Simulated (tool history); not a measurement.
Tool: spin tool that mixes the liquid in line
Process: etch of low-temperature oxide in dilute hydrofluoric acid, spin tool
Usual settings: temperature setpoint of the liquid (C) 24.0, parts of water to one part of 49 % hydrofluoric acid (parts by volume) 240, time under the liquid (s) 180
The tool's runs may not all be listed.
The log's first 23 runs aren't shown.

run     day  temperature setpoint of the liquid (C)  parts of water to one part of 49 % hydrofluoric acid (parts by volume)  time under the liquid (s)  wafers since the last listed run  hours since the thermometer was replaced  hours since the hydrofluoric acid flow meter was replaced  hours since the gauge calibration  read-back film thickness of the low-temperature oxide reference wafer, read on the same gauge (nm)  thickness taken off the low-temperature oxide on a monitor wafer (angstrom)
 24  53.100                                    24.0                                                                     205                        180                               165                                     113.3                                                       57.4                              819.1                                                                                              139.98                                                                        116.2
 25  55.000                                    26.0                                                                     155                        150                               303                                     158.9                                                      103.0                              864.7                                                                                              139.99                                                                        148.5
 26  57.212                                    24.0                                                                     240                        180                               353                                     212.0                                                      156.1                              917.8                                                                                              140.03                                                                         96.1
 27  58.454                                    22.0                                                                     155                        265                               198                                     241.8                                                      185.9                              947.6                                                                                              139.99                                                                        224.2
 28  60.571                                    24.0                                                                     240                        180                               338                                     292.6                                                      236.7                              998.4                                                                                              140.02                                                                         96.0
 29  61.612                                    24.0                                                                     185                        140                               166                                     317.6                                                      261.7                             1023.4                                                                                              140.00                                                                        104.2
 30  64.000                                    19.0                                                                     205                        180                               381                                     374.9                                                      319.0                             1080.7                                                                                              139.96                                                                         96.1
 31  65.704                                    26.5                                                                     175                        245                               272                                     415.8                                                      359.9                             1121.6                                                                                              140.03                                                                        212.7
 32  67.846                                    24.0                                                                     240                        180                               342                                     467.2                                                      411.3                             1173.0                                                                                              140.00                                                                         95.5

Forecast each of these 4 alternatives for the next run:
  A  67.867                                    24.0                                                                     240                        180                                 3                                     467.7                                                      411.8                             1173.5                                                                                                   ?                                                                            ?
  B  67.867                                    22.5                                                                     305                        255                                 3                                     467.7                                                      411.8                             1173.5                                                                                                   ?                                                                            ?
  C  67.867                                    24.0                                                                     330                        125                                 3                                     467.7                                                      411.8                             1173.5                                                                                                   ?                                                                            ?
  D  67.867                                    26.5                                                                     340                        215                                 3                                     467.7                                                      411.8                             1173.5                                                                                                   ?                                                                            ?

run  read-back film thickness of the low-temperature oxide reference wafer, read on the same gauge (nm)  thickness taken off the low-temperature oxide on a monitor wafer (angstrom)
  A                                                                                              140.02                                                                         97.0
  B                                                                                              140.02                                                                         96.1
  C                                                                                              140.02                                                                         44.8
  D                                                                                              140.02                                                                         80.6
Without the tool's hidden state the same runs would have given:
run  thickness taken off the low-temperature oxide on a monitor wafer (angstrom)
  A                                                                         97.0
  B                                                                         96.1
  C                                                                         44.8
  D                                                                         80.6
